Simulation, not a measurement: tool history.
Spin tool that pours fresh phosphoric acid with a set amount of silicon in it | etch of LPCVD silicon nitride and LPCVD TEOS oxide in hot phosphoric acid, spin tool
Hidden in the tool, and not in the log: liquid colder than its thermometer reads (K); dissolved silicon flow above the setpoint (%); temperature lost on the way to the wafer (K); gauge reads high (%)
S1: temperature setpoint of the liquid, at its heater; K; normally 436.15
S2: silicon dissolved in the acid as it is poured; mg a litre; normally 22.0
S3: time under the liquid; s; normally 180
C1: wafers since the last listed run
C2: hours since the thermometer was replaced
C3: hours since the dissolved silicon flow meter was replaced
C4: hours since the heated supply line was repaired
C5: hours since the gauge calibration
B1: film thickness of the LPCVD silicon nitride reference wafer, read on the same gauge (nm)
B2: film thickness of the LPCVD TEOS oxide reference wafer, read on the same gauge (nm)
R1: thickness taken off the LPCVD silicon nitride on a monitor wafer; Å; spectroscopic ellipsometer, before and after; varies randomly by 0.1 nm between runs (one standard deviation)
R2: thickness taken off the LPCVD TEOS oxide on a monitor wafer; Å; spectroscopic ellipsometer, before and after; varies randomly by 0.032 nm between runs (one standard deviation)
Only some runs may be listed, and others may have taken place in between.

run   hour      S1    S2   S3   C1      C2      C3      C4     C5     B1      B2     R1    R2
  1    0.0  436.15  22.0  180    0  1916.4  1642.5  1432.7  179.9  50.01  90.019  192.3  4.11
  2   22.6  436.15  22.0  180  180  1939.0  1665.1  1455.3  202.5  49.97  90.004  193.9  3.72
  3   37.8  436.15  22.0  180  121  1954.2  1680.3  1470.5  217.7  50.01  89.966  193.6  3.95
  4   69.2  436.15  22.0  180  250  1985.6  1711.7  1501.9  249.1  50.00  90.048  193.5  4.10
  5   87.8  436.15  22.0  180  148  2004.2  1730.3  1520.5  267.7  49.97  90.043  193.8  4.17
  6   99.9  436.15  22.0  180   96  2016.3  1742.4  1532.6  279.8  50.02  89.982  191.6  3.95
     106.2  -- thermometer replaced
     111.4  -- dissolved silicon flow meter replaced
     128.2  -- heated supply line repaired
  7  137.1  438.65  39.0   80  273    30.9    25.7     8.9  317.0  49.98  90.009   92.3  0.89
  8  154.8  436.15  22.0  180  141    48.6    43.4    26.6  334.7  50.02  90.011  191.8  4.51
  9  172.5  437.65  22.0  180  141    66.3    61.1    44.3  352.4  50.01  89.996  201.7  3.81
 10  191.2  433.15  22.0  225  149    85.0    79.8    63.0  371.1  50.00  90.006  217.9  4.85
 11  211.0  438.15  36.0  180  158   104.8    99.6    82.8  390.9  49.99  89.995  203.9  2.68
 12  225.5  436.15  15.5  275  115   119.3   114.1    97.3  405.4  50.01  89.992  296.3  7.28
 13  238.1  437.15   8.5  180  100   131.9   126.7   109.9  418.0  50.03  89.943  198.0  6.20
 14  258.8  436.15  22.0  180  165   152.6   147.4   130.6  438.7  50.01  89.986  192.9  3.81
     271.4  -- gauge calibrated
 15  272.3  436.15  22.0  180  107   166.1   160.9   144.1    0.9  50.02  89.983  193.4  3.68
 16  288.6  439.15  28.5  180  130   182.4   177.2   160.4   17.2  49.98  90.057  211.6  3.88
 17  309.1  436.15  22.0  180  163   202.9   197.7   180.9   37.7  49.99  90.007  192.4  4.32

Run 18, settings as shown, results not yet in. Your forecast:
 18  325.4  438.65  22.0  180  130  219.2  214.0  197.2  54.0   ?   ?   ?   ?

Run 18 came out at B1 50.02, B2 90.006, R1 208.0 Å, R2 4.38 Å.
Take away the tool's hidden state, keep the run-to-run variation as it was, and the same run would have given R1 208.0 Å, R2 4.38 Å.
